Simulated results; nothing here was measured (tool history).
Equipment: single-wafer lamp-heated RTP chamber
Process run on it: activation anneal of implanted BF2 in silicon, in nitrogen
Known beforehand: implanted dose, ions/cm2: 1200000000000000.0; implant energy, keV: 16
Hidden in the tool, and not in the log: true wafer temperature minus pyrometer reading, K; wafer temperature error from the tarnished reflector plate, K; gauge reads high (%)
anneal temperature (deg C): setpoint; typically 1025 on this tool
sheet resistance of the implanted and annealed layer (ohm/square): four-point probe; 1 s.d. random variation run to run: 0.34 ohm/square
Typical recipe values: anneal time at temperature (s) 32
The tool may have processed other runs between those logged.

run,day,anneal temperature (deg C),anneal time at temperature (s),wafers since the last listed run,wafers since the last pyrometer calibration,wafers since the reflector plate was cleaned,hours since the gauge calibration,"read-back reference wafer on the same gauge, sheet resistance",sheet resistance of the implanted and annealed layer (ohm/square)
1,0.000,1025,32,0,4639,13228,115.3,120.01,137.95
2,0.533,1025,32,251,4890,13479,128.1,119.99,137.95
# day 0.908: gauge calibrated
3,1.108,1025,32,270,5161,13750,4.8,120.02,137.35
4,1.704,1025,32,280,5441,14031,19.1,120.04,137.69
5,2.433,1025,32,343,5785,14374,36.6,120.00,137.50
# day 3.208: pyrometer window cleaned and pyrometer calibrated
# day 4.112: reflector plate cleaned
6,4.483,1025,32,651,444,175,85.8,120.03,143.77
7,5.088,1025,32,284,728,460,100.3,119.94,143.21
8,5.542,1025,32,213,942,673,111.2,119.97,143.37
9,5.879,998,49,158,1101,832,119.3,119.96,160.89
# day 5.929: gauge calibrated
10,6.538,1025,32,310,1411,1142,14.6,119.95,142.76
11,7.283,1003,47,351,1762,1494,32.5,120.04,154.72
12,7.654,1025,25,174,1937,1668,41.4,120.05,148.33
13,8.188,1004,48,251,2188,1919,54.2,119.98,152.08
14,8.700,1025,32,241,2430,2161,66.5,119.93,141.33
15,9.242,1034,27,255,2685,2416,79.5,120.08,140.70
16,9.629,1025,32,182,2867,2598,88.8,119.97,141.70
17,10.233,1051,14,284,3152,2883,103.3,120.01,139.85

Difference, measured minus no-hidden-state, one row per run. Run-to-run variation is common to both terms; the gauge's own scatter need not be:
run,sheet resistance of the implanted and annealed layer (ohm/square)
1,-7.32
2,-7.49
3,-7.63
4,-7.85
5,-8.07
6,-1.63
7,-1.84
8,-2.00
9,-3.99
10,-2.36
11,-4.60
12,-3.16
13,-4.97
14,-3.10
15,-3.04
16,-3.43
17,-3.99
